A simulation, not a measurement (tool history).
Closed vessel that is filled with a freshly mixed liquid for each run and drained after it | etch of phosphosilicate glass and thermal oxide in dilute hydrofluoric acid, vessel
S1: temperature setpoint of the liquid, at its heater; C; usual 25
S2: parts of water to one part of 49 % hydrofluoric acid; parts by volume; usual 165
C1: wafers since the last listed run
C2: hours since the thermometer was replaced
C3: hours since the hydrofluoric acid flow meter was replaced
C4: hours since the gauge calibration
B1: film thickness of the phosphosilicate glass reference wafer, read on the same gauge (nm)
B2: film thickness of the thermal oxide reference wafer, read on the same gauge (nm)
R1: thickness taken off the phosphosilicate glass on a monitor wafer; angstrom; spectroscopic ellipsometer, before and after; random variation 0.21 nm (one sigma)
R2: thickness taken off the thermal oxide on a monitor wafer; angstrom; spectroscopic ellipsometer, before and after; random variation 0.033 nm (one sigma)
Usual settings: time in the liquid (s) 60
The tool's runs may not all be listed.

{"run": 1, "hour": 0.0, "S1": 25, "S2": 165, "time in the liquid (s)": 60, "C1": 0, "C2": 2398.5, "C3": 1301.9, "C4": 32.5, "B1": 70.01, "B2": 69.998, "R1": 193.7, "R2": 16.12}
{"run": 2, "hour": 13.2, "S1": 25, "S2": 165, "time in the liquid (s)": 60, "C1": 1028, "C2": 2411.7, "C3": 1315.1, "C4": 45.7, "B1": 69.99, "B2": 70.035, "R1": 193.1, "R2": 16.37}
{"run": 3, "hour": 22.1, "S1": 25, "S2": 165, "time in the liquid (s)": 50, "C1": 693, "C2": 2420.6, "C3": 1324, "C4": 54.6, "B1": 69.98, "B2": 69.963, "R1": 158.4, "R2": 13.45}
{"hour": 29.4, "done": "hydrofluoric acid flow meter replaced"}
{"run": 4, "hour": 31.1, "S1": 25, "S2": 165, "time in the liquid (s)": 85, "C1": 623, "C2": 2429.6, "C3": 1.7, "C4": 63.6, "B1": 70, "B2": 70.013, "R1": 250.5, "R2": 20.57}
{"run": 5, "hour": 42.7, "S1": 26.5, "S2": 115, "time in the liquid (s)": 90, "C1": 903, "C2": 2441.2, "C3": 13.3, "C4": 75.2, "B1": 70, "B2": 69.987, "R1": 422.6, "R2": 35.94}
{"run": 6, "hour": 59.0, "S1": 23, "S2": 90, "time in the liquid (s)": 60, "C1": 1269, "C2": 2457.5, "C3": 29.6, "C4": 91.5, "B1": 70.02, "B2": 69.993, "R1": 328.4, "R2": 26.63}
{"run": 7, "hour": 69.0, "S1": 20.5, "S2": 165, "time in the liquid (s)": 90, "C1": 779, "C2": 2467.5, "C3": 39.6, "C4": 101.5, "B1": 70.01, "B2": 70.017, "R1": 223.3, "R2": 18.01}
{"run": 8, "hour": 94.8, "S1": 25, "S2": 165, "time in the liquid (s)": 60, "C1": 2010, "C2": 2493.3, "C3": 65.4, "C4": 127.3, "B1": 69.98, "B2": 69.989, "R1": 173.8, "R2": 14.46}
{"hour": 112.1, "done": "hydrofluoric acid flow meter replaced, repeated, since the last time left the tool worse"}
{"run": 9, "hour": 112.6, "S1": 25, "S2": 125, "time in the liquid (s)": 35, "C1": 1308, "C2": 2511.1, "C3": 0.5, "C4": 145.1, "B1": 69.95, "B2": 69.988, "R1": 168.3, "R2": 13.83}
{"run": 10, "hour": 162.3, "S1": 29.5, "S2": 200, "time in the liquid (s)": 75, "C1": 3871, "C2": 2560.8, "C3": 50.2, "C4": 194.8, "B1": 70, "B2": 70.01, "R1": 248.6, "R2": 20.44}
{"run": 11, "hour": 169.8, "S1": 21, "S2": 165, "time in the liquid (s)": 60, "C1": 584, "C2": 2568.3, "C3": 57.7, "C4": 202.3, "B1": 69.95, "B2": 69.964, "R1": 179.6, "R2": 15.11}
{"run": 12, "hour": 177.7, "S1": 25, "S2": 195, "time in the liquid (s)": 60, "C1": 615, "C2": 2576.2, "C3": 65.6, "C4": 210.2, "B1": 69.99, "B2": 70.017, "R1": 173.6, "R2": 14.03}
{"run": 13, "hour": 193.1, "S1": 25, "S2": 165, "time in the liquid (s)": 60, "C1": 1199, "C2": 2591.6, "C3": 81, "C4": 225.6, "B1": 69.97, "B2": 70.041, "R1": 210.9, "R2": 17.44}
{"run": 14, "hour": 204.4, "S1": 25, "S2": 215, "time in the liquid (s)": 60, "C1": 880, "C2": 2602.9, "C3": 92.3, "C4": 236.9, "B1": 70.01, "B2": 70.008, "R1": 153.1, "R2": 12.6}
{"hour": 212.7, "done": "thermometer replaced"}
{"run": 15, "hour": 213.1, "S1": 29.5, "S2": 195, "time in the liquid (s)": 60, "C1": 599, "C2": 0.4, "C3": 101, "C4": 245.6, "B1": 70.01, "B2": 70.026, "R1": 199.7, "R2": 16.54}
{"run": 16, "hour": 224.7, "S1": 29.5, "S2": 140, "time in the liquid (s)": 45, "C1": 903, "C2": 12, "C3": 112.6, "C4": 257.2, "B1": 69.99, "B2": 69.996, "R1": 227.7, "R2": 18.99}
{"run": 17, "hour": 240.8, "S1": 25, "S2": 165, "time in the liquid (s)": 45, "C1": 1254, "C2": 28.1, "C3": 128.7, "C4": 273.3, "B1": 69.97, "B2": 70.016, "R1": 157.6, "R2": 12.79}
{"hour": 246.7, "done": "gauge calibrated"}
{"run": 18, "hour": 248.1, "S1": 25, "S2": 245, "time in the liquid (s)": 90, "C1": 568, "C2": 35.4, "C3": 136, "C4": 1.4, "B1": 70, "B2": 69.989, "R1": 195, "R2": 16.03}
{"run": 19, "hour": 262.2, "S1": 28.5, "S2": 165, "time in the liquid (s)": 60, "C1": 1098, "C2": 49.5, "C3": 150.1, "C4": 15.5, "B1": 69.99, "B2": 70.011, "R1": 235.4, "R2": 19.46}
{"run": 20, "hour": 276.1, "S1": 25, "S2": 190, "time in the liquid (s)": 50, "C1": 1082, "C2": 63.4, "C3": 164, "C4": 29.4, "B1": 69.95, "B2": 69.973, "R1": 149.5, "R2": 11.85}
{"run": 21, "hour": 288.3, "S1": 21, "S2": 130, "time in the liquid (s)": 80, "C1": 950, "C2": 75.6, "C3": 176.2, "C4": 41.6, "B1": 70.02, "B2": 70.035, "R1": 312.8, "R2": 25.69}
{"run": 22, "hour": 304.9, "S1": 28.5, "S2": 230, "time in the liquid (s)": 60, "C1": 1293, "C2": 92.2, "C3": 192.8, "C4": 58.2, "B1": 69.99, "B2": 69.994, "R1": 159.1, "R2": 12.79}
{"run": 23, "hour": 319.0, "S1": 23, "S2": 135, "time in the liquid (s)": 30, "C1": 1098, "C2": 106.3, "C3": 206.9, "C4": 72.3, "B1": 70.01, "B2": 69.997, "R1": 123.5, "R2": 10.07}
{"run": 24, "hour": 330.0, "S1": 25, "S2": 165, "time in the liquid (s)": 60, "C1": 856, "C2": 117.3, "C3": 217.9, "C4": 83.3, "B1": 70, "B2": 69.994, "R1": 203.3, "R2": 17.22}
{"run": 25, "hour": 347.1, "S1": 28, "S2": 165, "time in the liquid (s)": 60, "C1": 1332, "C2": 134.4, "C3": 235, "C4": 100.4, "B1": 69.99, "B2": 69.984, "R1": 231.9, "R2": 19.54}
{"run": 26, "hour": 360.1, "S1": 25, "S2": 125, "time in the liquid (s)": 60, "C1": 1012, "C2": 147.4, "C3": 248, "C4": 113.4, "B1": 69.99, "B2": 69.994, "R1": 288.8, "R2": 23.65}

Forecast each of these 3 alternatives for the next run:
{"run": "A", "hour": 360.8, "S1": 25, "S2": 165, "time in the liquid (s)": 95, "C1": 54, "C2": 148.1, "C3": 248.7, "C4": 114.1, "B1": "?", "B2": "?", "R1": "?", "R2": "?"}
{"run": "B", "hour": 360.8, "S1": 25, "S2": 205, "time in the liquid (s)": 60, "C1": 54, "C2": 148.1, "C3": 248.7, "C4": 114.1, "B1": "?", "B2": "?", "R1": "?", "R2": "?"}
{"run": "C", "hour": 360.8, "S1": 20.5, "S2": 220, "time in the liquid (s)": 30, "C1": 54, "C2": 148.1, "C3": 248.7, "C4": 114.1, "B1": "?", "B2": "?", "R1": "?", "R2": "?"}

run=A B1=69.99 B2=69.994 R1=325.6 R2=26.9
run=B B1=69.99 B2=69.994 R1=158.2 R2=13.07
run=C B1=69.99 B2=69.994 R1=61.4 R2=5.07
Without the tool's hidden state the same runs would have given:
run=A R1=333.9 R2=27.59
run=B R1=162.3 R2=13.41
run=C R1=63 R2=5.2

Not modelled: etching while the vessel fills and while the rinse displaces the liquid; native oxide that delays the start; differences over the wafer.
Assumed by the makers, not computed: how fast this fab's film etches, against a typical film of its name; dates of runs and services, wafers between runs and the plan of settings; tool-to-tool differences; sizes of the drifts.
